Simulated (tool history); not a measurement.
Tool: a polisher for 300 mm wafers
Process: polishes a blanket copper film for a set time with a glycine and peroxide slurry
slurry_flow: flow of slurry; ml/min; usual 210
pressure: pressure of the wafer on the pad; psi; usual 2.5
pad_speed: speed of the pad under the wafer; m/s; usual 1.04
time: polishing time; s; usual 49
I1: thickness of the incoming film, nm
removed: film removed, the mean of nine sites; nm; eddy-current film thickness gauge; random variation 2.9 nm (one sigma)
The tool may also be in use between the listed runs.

{"run": 1, "hour": 0.0, "slurry_flow": 210, "pressure": 2.5, "pad_speed": 0.82, "time": 49, "I1": 2127, "removed": 228.2}
{"run": 2, "hour": 77.9, "slurry_flow": 210, "pressure": 2.5, "pad_speed": 0.82, "time": 49, "I1": 2086, "removed": 227.6}
{"hour": 169.3, "done": "worn pad replaced by a new one"}
{"run": 3, "hour": 184.5, "slurry_flow": 210, "pressure": 2.5, "pad_speed": 0.82, "time": 49, "I1": 2090.2, "removed": 227.4}
{"run": 4, "hour": 242.9, "slurry_flow": 210, "pressure": 3.2, "pad_speed": 1.04, "time": 49, "I1": 2091.8, "removed": 337.2}
{"hour": 302.1, "done": "slurry nozzle cleaned"}
{"run": 5, "hour": 477.9, "slurry_flow": 175, "pressure": 2.3, "pad_speed": 1.04, "time": 49, "I1": 2093.2, "removed": 229}
{"hour": 522.6, "done": "worn pad replaced by a new one"}
{"run": 6, "hour": 561.6, "slurry_flow": 175, "pressure": 2.3, "pad_speed": 1.04, "time": 49, "I1": 2100, "removed": 223.9}
{"hour": 603.8, "done": "slurry nozzle cleaned, repeated, since the last time left the tool worse"}
{"run": 7, "hour": 728.6, "slurry_flow": 175, "pressure": 2.3, "pad_speed": 1.04, "time": 49, "I1": 2103.9, "removed": 250.9}
{"run": 8, "hour": 796.5, "slurry_flow": 210, "pressure": 2.5, "pad_speed": 1.04, "time": 49, "I1": 2092.3, "removed": 281.1}
{"run": 9, "hour": 875.1, "slurry_flow": 210, "pressure": 2.5, "pad_speed": 1.04, "time": 49, "I1": 2113.2, "removed": 280.6}
{"hour": 894.7, "done": "worn pad replaced by a new one"}
{"hour": 967.9, "done": "head pressure recalibrated"}
{"run": 10, "hour": 970.4, "slurry_flow": 210, "pressure": 2.5, "pad_speed": 1.04, "time": 49, "I1": 2103.3, "removed": 283.6}
{"run": 11, "hour": 1011.3, "slurry_flow": 210, "pressure": 2.8, "pad_speed": 1.04, "time": 32, "I1": 2142.7, "removed": 199.3}
{"hour": 1252.3, "done": "worn pad replaced by a new one"}
{"run": 12, "hour": 1252.8, "slurry_flow": 210, "pressure": 2.5, "pad_speed": 0.86, "time": 49, "I1": 2109.9, "removed": 235}
{"hour": 1283.4, "done": "slurry nozzle cleaned"}
{"run": 13, "hour": 1307.2, "slurry_flow": 155, "pressure": 3.3, "pad_speed": 1.3, "time": 36, "I1": 2118.7, "removed": 302.1}
{"run": 14, "hour": 1356.2, "slurry_flow": 210, "pressure": 3, "pad_speed": 1.04, "time": 49, "I1": 2086.7, "removed": 327}
{"run": 15, "hour": 1434.6, "slurry_flow": 210, "pressure": 2.5, "pad_speed": 1.04, "time": 49, "I1": 2099.8, "removed": 274.4}
{"run": 16, "hour": 1502.5, "slurry_flow": 210, "pressure": 2.5, "pad_speed": 1.04, "time": 49, "I1": 2071.5, "removed": 276}
{"run": 17, "hour": 1569.5, "slurry_flow": 280, "pressure": 2.5, "pad_speed": 1.04, "time": 49, "I1": 2118.2, "removed": 285.1}
{"hour": 1616.9, "done": "worn pad replaced by a new one"}
{"run": 18, "hour": 1645.4, "slurry_flow": 210, "pressure": 1.8, "pad_speed": 0.78, "time": 49, "I1": 2126.9, "removed": 172.7}

Forecast each of these 5 alternatives for the next run:
{"run": "A", "hour": 1645.8, "slurry_flow": 145, "pressure": 2.5, "pad_speed": 1.04, "time": 49, "I1": 2106.3, "removed": "?"}
{"run": "B", "hour": 1645.8, "slurry_flow": 270, "pressure": 2.9, "pad_speed": 1.04, "time": 34, "I1": 2106.3, "removed": "?"}
{"run": "C", "hour": 1645.8, "slurry_flow": 285, "pressure": 2.9, "pad_speed": 0.94, "time": 34, "I1": 2106.3, "removed": "?"}
{"run": "D", "hour": 1645.8, "slurry_flow": 165, "pressure": 2.5, "pad_speed": 1.04, "time": 40, "I1": 2106.3, "removed": "?"}
{"run": "E", "hour": 1645.8, "slurry_flow": 260, "pressure": 2.5, "pad_speed": 0.84, "time": 41, "I1": 2106.3, "removed": "?"}

run=A removed=257.1
run=B removed=223.1
run=C removed=206.5
run=D removed=215.3
run=E removed=199.8
Without the tool's hidden state the same runs would have given:
run=A removed=268.8
run=B removed=228.9
run=C removed=211.6
run=D removed=224.1
run=E removed=205.2
